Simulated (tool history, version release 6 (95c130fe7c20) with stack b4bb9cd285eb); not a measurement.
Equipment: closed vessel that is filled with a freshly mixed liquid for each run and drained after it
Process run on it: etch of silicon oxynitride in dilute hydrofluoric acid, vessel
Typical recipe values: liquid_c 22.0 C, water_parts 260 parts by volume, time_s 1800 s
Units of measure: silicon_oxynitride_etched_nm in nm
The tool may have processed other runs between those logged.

run,day,liquid_c,water_parts,time_s,"read-back film thickness of the silicon oxynitride reference wafer, read on the same gauge (nm)",silicon_oxynitride_etched_nm
1,0.000,22.0,260,1800,130.05,23.16
# day 1.504: gauge calibrated
2,2.483,22.0,260,1410,130.01,17.86
3,3.662,22.0,260,1410,130.01,18.39
4,6.104,22.0,260,1410,129.97,18.11
5,7.900,23.0,260,1800,129.94,24.22
6,9.608,23.0,260,1800,129.94,24.33
7,12.000,23.0,260,1800,130.00,24.43
# day 13.433: thermometer replaced
8,14.617,22.0,260,1800,130.02,21.28
9,15.633,22.0,210,2130,129.99,32.58
# day 17.279: gauge calibrated
10,17.967,22.0,260,1800,130.00,21.72
11,19.333,22.0,260,1800,129.98,21.47
12,20.888,27.0,195,1800,129.99,38.05
# day 22.492: hydrofluoric acid flow meter replaced
13,22.950,18.0,215,1070,130.02,13.38
14,25.021,22.0,315,1800,129.99,17.35
15,26.625,24.0,260,2550,129.99,33.79
16,29.275,22.0,340,2330,130.03,20.35
17,31.262,22.0,170,1800,130.02,35.39

What would each run have given without the hidden state, its run-to-run variation left as it was?
Hidden state at play: liquid hotter than its thermometer reads (K); hydrofluoric acid flow below the setpoint (%); gauge reads high (%).
run,silicon_oxynitride_etched_nm
1,21.55
2,16.58
3,17.04
4,16.75
5,22.40
6,22.46
7,22.51
8,21.25
9,32.49
10,21.63
11,21.35
12,37.79
13,13.25
14,17.16
15,33.38
16,20.07
17,34.79

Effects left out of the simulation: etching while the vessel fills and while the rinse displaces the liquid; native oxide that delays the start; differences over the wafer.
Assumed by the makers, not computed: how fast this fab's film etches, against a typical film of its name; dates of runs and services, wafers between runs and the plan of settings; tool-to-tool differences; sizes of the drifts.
